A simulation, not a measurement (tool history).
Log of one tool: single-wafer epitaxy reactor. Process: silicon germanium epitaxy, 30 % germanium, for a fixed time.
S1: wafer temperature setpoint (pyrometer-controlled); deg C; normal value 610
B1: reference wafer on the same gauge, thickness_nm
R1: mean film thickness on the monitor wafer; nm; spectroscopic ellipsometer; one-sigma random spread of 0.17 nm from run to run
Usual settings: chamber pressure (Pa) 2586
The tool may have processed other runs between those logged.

Run 1, hour 0.0: usual settings; B1 61.882. Result: R1 76.958 nm.
Run 2, hour 8.9: usual settings but S1 621 deg C; B1 61.878. Result: R1 92.813 nm.
Run 3, hour 16.9: usual settings but S1 621 deg C; B1 61.907. Result: R1 93.049 nm.
Run 4, hour 23.0: usual settings but chamber pressure (Pa) 2386; B1 61.828. Result: R1 75.390 nm.
Run 5, hour 29.8: usual settings; B1 61.873. Result: R1 77.251 nm.
Run 6, hour 46.7: usual settings; B1 61.889. Result: R1 77.338 nm.
Run 7, hour 56.8: usual settings but chamber pressure (Pa) 2066; B1 61.897. Result: R1 71.913 nm.
Run 8, hour 69.6: usual settings but chamber pressure (Pa) 2066; B1 61.931. Result: R1 71.783 nm.
Run 9, hour 85.2: usual settings but chamber pressure (Pa) 2066; B1 61.858. Result: R1 71.728 nm.
Run 10, hour 98.7: usual settings; B1 61.889. Result: R1 77.174 nm.
Run 11, hour 109.0: usual settings; B1 61.898. Result: R1 77.660 nm.
Run 12, hour 115.6: usual settings but S1 606 deg C, chamber pressure (Pa) 3106; B1 61.919. Result: R1 77.032 nm.
At hour 128.0: gauge calibrated.
At hour 137.1: pyrometer calibrated.
Run 13, hour 137.6: usual settings but chamber pressure (Pa) 3120; B1 61.886. Result: R1 76.677 nm.
Run 14, hour 145.7: usual settings but S1 624 deg C, chamber pressure (Pa) 2973; B1 61.901. Result: R1 95.248 nm.
Run 15, hour 162.9: usual settings but S1 604 deg C, chamber pressure (Pa) 2226; B1 61.897. Result: R1 61.803 nm.
Run 16, hour 171.0: usual settings but S1 605 deg C; B1 61.896. Result: R1 66.443 nm.
At hour 185.5: capacitance manometer re-zeroed and calibrated.
Run 17, hour 186.0: usual settings but S1 614 deg C; B1 61.963. Result: R1 77.543 nm.
Run 18, hour 196.6: usual settings but S1 603 deg C, chamber pressure (Pa) 2413; B1 61.892. Result: R1 62.627 nm.
Run 19, hour 242.5: usual settings but S1 603 deg C, chamber pressure (Pa) 2413; B1 61.889. Result: R1 63.092 nm.
Run 20, hour 251.4: usual settings but S1 599 deg C, chamber pressure (Pa) 2760; B1 61.888. Result: R1 61.608 nm.
At hour 260.5: showerhead replaced.
Run 21, hour 261.0: usual settings but chamber pressure (Pa) 3000; B1 61.937. Result: R1 76.882 nm.
Run 22, hour 273.2: usual settings but S1 598 deg C; B1 61.880. Result: R1 59.322 nm.
Run 23, hour 286.0: usual settings but S1 596 deg C; B1 61.885. Result: R1 57.400 nm.
Run 24, hour 296.2: usual settings; B1 61.913. Result: R1 73.078 nm.
Run 25, hour 314.1: usual settings but chamber pressure (Pa) 2066; B1 61.896. Result: R1 67.804 nm.
Run 26, hour 325.0: usual settings but S1 616 deg C, chamber pressure (Pa) 3040; B1 61.910. Result: R1 85.795 nm.
Run 27, hour 342.0: usual settings but S1 605 deg C, chamber pressure (Pa) 2120; B1 61.910. Result: R1 63.298 nm.
Run 28, hour 358.5: usual settings but S1 606 deg C, chamber pressure (Pa) 3200; B1 61.916. Result: R1 73.752 nm.

Predict the results of run 29:
Run 29, hour 369.2: usual settings but S1 615 deg C, chamber pressure (Pa) 3160; B1 ?. Result: R1 ?.

{"run 29": {"B1": 61.879, "R1": 86.038}}
Without the tool's hidden state the same run would have given R1 84.227 nm.
